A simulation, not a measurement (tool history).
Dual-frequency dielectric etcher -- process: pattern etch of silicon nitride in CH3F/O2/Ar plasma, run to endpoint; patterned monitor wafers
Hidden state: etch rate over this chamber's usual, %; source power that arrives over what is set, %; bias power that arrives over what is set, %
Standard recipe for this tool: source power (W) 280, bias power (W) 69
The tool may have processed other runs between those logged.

| run | hour | source power (W) | bias power (W) | wafers since the last listed run | hours since the last wet clean | hours since the last source power generator calibration | hours since the last bias power generator calibration | hours since the last upper electrode change | incoming incoming film thickness, nm | endpoint time (s) |
|---|---|---|---|---|---|---|---|---|---|---|
| 1 | 0.0 | 280 | 69 | 0 | 132.2 | 3975.9 | 3718.6 | 5681.9 | 40.51 | 67.6 |
| 2 | 13.8 | 280 | 69 | 141 | 146.0 | 3989.7 | 3732.4 | 5695.7 | 39.81 | 65.6 |
| 3 | 38.4 | 280 | 69 | 252 | 170.6 | 4014.3 | 3757.0 | 5720.3 | 39.79 | 66.2 |
| 4 | 62.1 | 280 | 69 | 243 | 194.3 | 4038.0 | 3780.7 | 5744.0 | 39.74 | 65.8 |
| 5 | 90.9 | 280 | 69 | 295 | 223.1 | 4066.8 | 3809.5 | 5772.8 | 40.33 | 67.3 |
| 6 | 109.7 | 280 | 69 | 193 | 241.9 | 4085.6 | 3828.3 | 5791.6 | 40.00 | 66.4 |
|  | 124.2 | source power generator calibrated |
| 7 | 125.8 | 280 | 69 | 124 | 258.0 | 1.6 | 3844.4 | 5807.7 | 40.04 | 67.4 |
|  | 158.8 | bias power generator calibrated |
| 8 | 159.3 | 280 | 69 | 303 | 291.5 | 35.1 | 0.5 | 5841.2 | 40.22 | 66.8 |
| 9 | 192.0 | 300 | 55 | 335 | 324.2 | 67.8 | 33.2 | 5873.9 | 40.11 | 68.1 |
|  | 221.0 | upper electrode replaced |
|  | 231.4 | wet clean of the chamber |
| 10 | 231.9 | 280 | 69 | 55 | 0.5 | 107.7 | 73.1 | 10.9 | 40.02 | 67.3 |
| 11 | 232.3 | 280 | 74 | 4 | 0.9 | 108.1 | 73.5 | 11.3 | 40.52 | 66.1 |
| 12 | 262.9 | 230 | 59 | 314 | 31.5 | 138.7 | 104.1 | 41.9 | 40.08 | 79.0 |
| 13 | 276.5 | 330 | 79 | 139 | 45.1 | 152.3 | 117.7 | 55.5 | 40.40 | 58.9 |
| 14 | 310.2 | 280 | 57 | 346 | 78.8 | 186.0 | 151.4 | 89.2 | 39.90 | 69.9 |

Hidden condition of the tool, last listed run before each entry between runs versus first listed run after:
Run 6 -> run 7: source power generator calibrated (hour 124.2)
  both runs share identical hidden conditions
Run 7 -> run 8: bias power generator calibrated (hour 158.8)
  both runs share identical hidden conditions
Run 9 -> run 10: upper electrode replaced (hour 221.0); wet clean of the chamber (hour 231.4)
  both runs share identical hidden conditions
